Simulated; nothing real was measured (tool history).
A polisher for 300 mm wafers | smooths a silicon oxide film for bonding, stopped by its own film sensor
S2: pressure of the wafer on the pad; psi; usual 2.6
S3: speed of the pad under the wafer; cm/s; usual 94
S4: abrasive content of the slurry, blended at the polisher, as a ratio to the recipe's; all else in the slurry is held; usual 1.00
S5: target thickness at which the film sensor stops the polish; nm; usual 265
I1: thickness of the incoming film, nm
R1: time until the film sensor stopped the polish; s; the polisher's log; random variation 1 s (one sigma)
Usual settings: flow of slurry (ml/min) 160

run 1 day=0.000 | flow_of_slurry_(ml/min)=160 S2=2.6 S3=94 S4=1.00 S5=265 | I1=317.5 | R1=61.1
-- day=0.362 slurry blender recalibrated
run 2 day=1.154 | flow_of_slurry_(ml/min)=160 S2=2.6 S3=94 S4=1.00 S5=265 | I1=324.8 | R1=72.3
-- day=2.117 worn pad replaced by a new one
run 3 day=2.138 | flow_of_slurry_(ml/min)=160 S2=1.9 S3=94 S4=1.00 S5=265 | I1=317.6 | R1=79.7
run 4 day=2.567 | flow_of_slurry_(ml/min)=160 S2=1.9 S3=94 S4=1.00 S5=265 | I1=316.6 | R1=83.6
run 5 day=3.721 | flow_of_slurry_(ml/min)=160 S2=1.9 S3=94 S4=1.00 S5=265 | I1=322.5 | R1=92.7
run 6 day=4.425 | flow_of_slurry_(ml/min)=160 S2=2.6 S3=94 S4=1.00 S5=265 | I1=321.4 | R1=65.6
run 7 day=5.200 | flow_of_slurry_(ml/min)=160 S2=2.6 S3=94 S4=1.00 S5=265 | I1=316.5 | R1=62.2
-- day=5.671 worn pad replaced by a new one
run 8 day=5.950 | flow_of_slurry_(ml/min)=135 S2=2.6 S3=108 S4=1.15 S5=257 | I1=316.8 | R1=61.7
run 9 day=7.083 | flow_of_slurry_(ml/min)=160 S2=2.6 S3=94 S4=1.20 S5=265 | I1=321.5 | R1=62.2
run 10 day=8.100 | flow_of_slurry_(ml/min)=135 S2=3.1 S3=106 S4=1.00 S5=260 | I1=317.6 | R1=54.4
-- day=9.550 worn pad replaced by a new one
run 11 day=9.571 | flow_of_slurry_(ml/min)=160 S2=2.6 S3=94 S4=1.00 S5=265 | I1=324.5 | R1=65.5
run 12 day=10.779 | flow_of_slurry_(ml/min)=160 S2=2.6 S3=94 S4=1.00 S5=265 | I1=317.3 | R1=62.0
-- day=10.912 slurry blender recalibrated
-- day=11.471 head pressure recalibrated
run 13 day=12.117 | flow_of_slurry_(ml/min)=145 S2=3.3 S3=102 S4=1.00 S5=265 | I1=320.7 | R1=51.3
-- day=12.542 slurry nozzle cleaned
-- day=12.621 worn pad replaced by a new one
run 14 day=13.462 | flow_of_slurry_(ml/min)=160 S2=2.2 S3=94 S4=0.80 S5=277 | I1=321.2 | R1=65.3
-- day=15.983 worn pad replaced by a new one
run 15 day=17.621 | flow_of_slurry_(ml/min)=190 S2=2.6 S3=94 S4=1.00 S5=265 | I1=327.4 | R1=72.5

3 ways to go on from here, each from the tool as it stands after run 15. What would each give?
run A day=17.638 | flow_of_slurry_(ml/min)=160 S2=2.6 S3=94 S4=1.00 S5=265 | I1=318.3 | R1=?
run B day=17.638 | flow_of_slurry_(ml/min)=145 S2=2.6 S3=112 S4=1.00 S5=253 | I1=318.3 | R1=?
run C day=17.638 | flow_of_slurry_(ml/min)=160 S2=2.6 S3=110 S4=1.00 S5=283 | I1=318.3 | R1=?

run=A R1=63.9
run=B R1=71.3
run=C R1=38.4
Without the tool's hidden state the same runs would have given:
run=A R1=60.4
run=B R1=67.4
run=C R1=36.3

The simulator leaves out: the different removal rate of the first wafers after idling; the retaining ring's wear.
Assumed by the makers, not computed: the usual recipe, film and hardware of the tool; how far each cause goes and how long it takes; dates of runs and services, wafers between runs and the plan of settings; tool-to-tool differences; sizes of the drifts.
